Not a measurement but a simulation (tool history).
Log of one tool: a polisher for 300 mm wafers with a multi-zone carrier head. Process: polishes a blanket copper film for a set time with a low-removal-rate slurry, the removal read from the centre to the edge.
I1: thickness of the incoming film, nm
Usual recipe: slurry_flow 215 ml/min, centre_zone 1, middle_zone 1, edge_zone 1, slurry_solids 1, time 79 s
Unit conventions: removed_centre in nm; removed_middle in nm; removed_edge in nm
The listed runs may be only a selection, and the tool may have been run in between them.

{"run": 1, "day": 0.0, "slurry_flow": 215, "centre_zone": 1.05, "middle_zone": 1, "edge_zone": 1.03, "slurry_solids": 1, "time": 79, "I1": 1467.5, "removed_centre": 143, "removed_middle": 139.5, "removed_edge": 141.4}
{"run": 2, "day": 0.192, "slurry_flow": 215, "centre_zone": 1, "middle_zone": 1, "edge_zone": 1, "slurry_solids": 1, "time": 79, "I1": 1509.9, "removed_centre": 137.2, "removed_middle": 141.2, "removed_edge": 139.8}
{"run": 3, "day": 1.242, "slurry_flow": 215, "centre_zone": 1, "middle_zone": 1, "edge_zone": 1, "slurry_solids": 1, "time": 79, "I1": 1468.9, "removed_centre": 136.8, "removed_middle": 142.4, "removed_edge": 140.2}
{"day": 1.55, "done": "slurry nozzle cleaned"}
{"day": 1.629, "done": "carrier head's membrane replaced by a new one"}
{"run": 4, "day": 1.95, "slurry_flow": 215, "centre_zone": 1, "middle_zone": 1, "edge_zone": 1, "slurry_solids": 1, "time": 79, "I1": 1471.9, "removed_centre": 143.7, "removed_middle": 143.5, "removed_edge": 144.3}
{"run": 5, "day": 2.512, "slurry_flow": 215, "centre_zone": 0.9, "middle_zone": 1, "edge_zone": 1, "slurry_solids": 1, "time": 79, "I1": 1474, "removed_centre": 130.4, "removed_middle": 148.2, "removed_edge": 144.7}
{"day": 2.842, "done": "edge zone pressure recalibrated"}
{"run": 6, "day": 2.862, "slurry_flow": 195, "centre_zone": 1.06, "middle_zone": 1.12, "edge_zone": 1, "slurry_solids": 1.2, "time": 79, "I1": 1489.9, "removed_centre": 159.1, "removed_middle": 164.2, "removed_edge": 148}
{"run": 7, "day": 3.321, "slurry_flow": 215, "centre_zone": 1, "middle_zone": 1, "edge_zone": 1, "slurry_solids": 1, "time": 79, "I1": 1485.7, "removed_centre": 146.9, "removed_middle": 148.7, "removed_edge": 146}
{"run": 8, "day": 4.792, "slurry_flow": 215, "centre_zone": 1, "middle_zone": 1, "edge_zone": 1.11, "slurry_solids": 1, "time": 52, "I1": 1474.2, "removed_centre": 95.7, "removed_middle": 96.7, "removed_edge": 100}
{"run": 9, "day": 5.346, "slurry_flow": 215, "centre_zone": 1, "middle_zone": 1, "edge_zone": 1, "slurry_solids": 1, "time": 79, "I1": 1462.1, "removed_centre": 147.6, "removed_middle": 143.1, "removed_edge": 143.9}
{"day": 5.721, "done": "worn pad replaced by a new one"}
{"run": 10, "day": 5.85, "slurry_flow": 215, "centre_zone": 1, "middle_zone": 0.91, "edge_zone": 1, "slurry_solids": 0.8, "time": 79, "I1": 1498.4, "removed_centre": 134.2, "removed_middle": 130, "removed_edge": 137.7}
{"run": 11, "day": 6.204, "slurry_flow": 215, "centre_zone": 1, "middle_zone": 1, "edge_zone": 1, "slurry_solids": 1, "time": 79, "I1": 1487.5, "removed_centre": 145, "removed_middle": 142.2, "removed_edge": 144.2}
{"run": 12, "day": 6.646, "slurry_flow": 215, "centre_zone": 1, "middle_zone": 1, "edge_zone": 1, "slurry_solids": 1, "time": 79, "I1": 1494.6, "removed_centre": 143.7, "removed_middle": 147.1, "removed_edge": 145.1}
{"run": 13, "day": 7.108, "slurry_flow": 165, "centre_zone": 1, "middle_zone": 1, "edge_zone": 1, "slurry_solids": 1, "time": 68, "I1": 1472, "removed_centre": 118.6, "removed_middle": 121.3, "removed_edge": 120.5}
{"run": 14, "day": 7.562, "slurry_flow": 260, "centre_zone": 1, "middle_zone": 1.1, "edge_zone": 1, "slurry_solids": 1, "time": 79, "I1": 1475.6, "removed_centre": 149.4, "removed_middle": 159.7, "removed_edge": 145.4}
{"run": 15, "day": 7.858, "slurry_flow": 215, "centre_zone": 1.1, "middle_zone": 1, "edge_zone": 1, "slurry_solids": 1, "time": 79, "I1": 1478.4, "removed_centre": 157, "removed_middle": 143.4, "removed_edge": 145.4}
{"run": 16, "day": 8.571, "slurry_flow": 215, "centre_zone": 1.08, "middle_zone": 1, "edge_zone": 1, "slurry_solids": 1.2, "time": 79, "I1": 1485.9, "removed_centre": 162.1, "removed_middle": 149.7, "removed_edge": 148}
{"run": 17, "day": 9.112, "slurry_flow": 195, "centre_zone": 1, "middle_zone": 1, "edge_zone": 1, "slurry_solids": 1.2, "time": 79, "I1": 1468.8, "removed_centre": 146.9, "removed_middle": 148.4, "removed_edge": 147.4}
{"run": 18, "day": 9.804, "slurry_flow": 285, "centre_zone": 1.09, "middle_zone": 1, "edge_zone": 1.09, "slurry_solids": 1, "time": 79, "I1": 1500.5, "removed_centre": 162.1, "removed_middle": 144.9, "removed_edge": 155.4}
{"day": 10.146, "done": "worn pad replaced by a new one"}
{"run": 19, "day": 10.167, "slurry_flow": 215, "centre_zone": 1, "middle_zone": 1, "edge_zone": 1, "slurry_solids": 1, "time": 66, "I1": 1505.5, "removed_centre": 117.6, "removed_middle": 121.6, "removed_edge": 118.9}
{"run": 20, "day": 10.804, "slurry_flow": 215, "centre_zone": 1, "middle_zone": 1, "edge_zone": 1, "slurry_solids": 1, "time": 79, "I1": 1487.2, "removed_centre": 141.5, "removed_middle": 142.8, "removed_edge": 145.4}
{"run": 21, "day": 11.258, "slurry_flow": 245, "centre_zone": 1.04, "middle_zone": 0.94, "edge_zone": 1, "slurry_solids": 1, "time": 67, "I1": 1482.9, "removed_centre": 128.5, "removed_middle": 119, "removed_edge": 122.5}

Consider 5 possible next runs. They are alternatives, not a sequence: every one starts from the tool as it was left by run 21. What does each give?
{"run": "A", "day": 11.275, "slurry_flow": 215, "centre_zone": 1, "middle_zone": 1, "edge_zone": 1, "slurry_solids": 1, "time": 79, "I1": 1496.2, "removed_centre": "?", "removed_middle": "?", "removed_edge": "?"}
{"run": "B", "day": 11.275, "slurry_flow": 215, "centre_zone": 1, "middle_zone": 0.9, "edge_zone": 1, "slurry_solids": 1, "time": 79, "I1": 1496.2, "removed_centre": "?", "removed_middle": "?", "removed_edge": "?"}
{"run": "C", "day": 11.275, "slurry_flow": 215, "centre_zone": 0.97, "middle_zone": 1, "edge_zone": 1, "slurry_solids": 0.8, "time": 79, "I1": 1496.2, "removed_centre": "?", "removed_middle": "?", "removed_edge": "?"}
{"run": "D", "day": 11.275, "slurry_flow": 215, "centre_zone": 1, "middle_zone": 1, "edge_zone": 1, "slurry_solids": 0.75, "time": 79, "I1": 1496.2, "removed_centre": "?", "removed_middle": "?", "removed_edge": "?"}
{"run": "E", "day": 11.275, "slurry_flow": 215, "centre_zone": 1.1, "middle_zone": 1, "edge_zone": 1, "slurry_solids": 0.8, "time": 96, "I1": 1496.2, "removed_centre": "?", "removed_middle": "?", "removed_edge": "?"}

run=A removed_centre=144.5 removed_middle=147.2 removed_edge=142.8
run=B removed_centre=144.4 removed_middle=135.6 removed_edge=142.9
run=C removed_centre=132.8 removed_middle=139.5 removed_edge=135.2
run=D removed_centre=134.8 removed_middle=137.3 removed_edge=133.1
run=E removed_centre=183.1 removed_middle=169.4 removed_edge=164.3
Without the tool's unlogged condition, the same runs would have read:
run=A removed_centre=147.8 removed_middle=150.2 removed_edge=144.9
run=B removed_centre=147.7 removed_middle=138.3 removed_edge=145.1
run=C removed_centre=135.7 removed_middle=142.3 removed_edge=137.2
run=D removed_centre=137.8 removed_middle=140 removed_edge=135.1
run=E removed_centre=187.2 removed_middle=172.8 removed_edge=166.8

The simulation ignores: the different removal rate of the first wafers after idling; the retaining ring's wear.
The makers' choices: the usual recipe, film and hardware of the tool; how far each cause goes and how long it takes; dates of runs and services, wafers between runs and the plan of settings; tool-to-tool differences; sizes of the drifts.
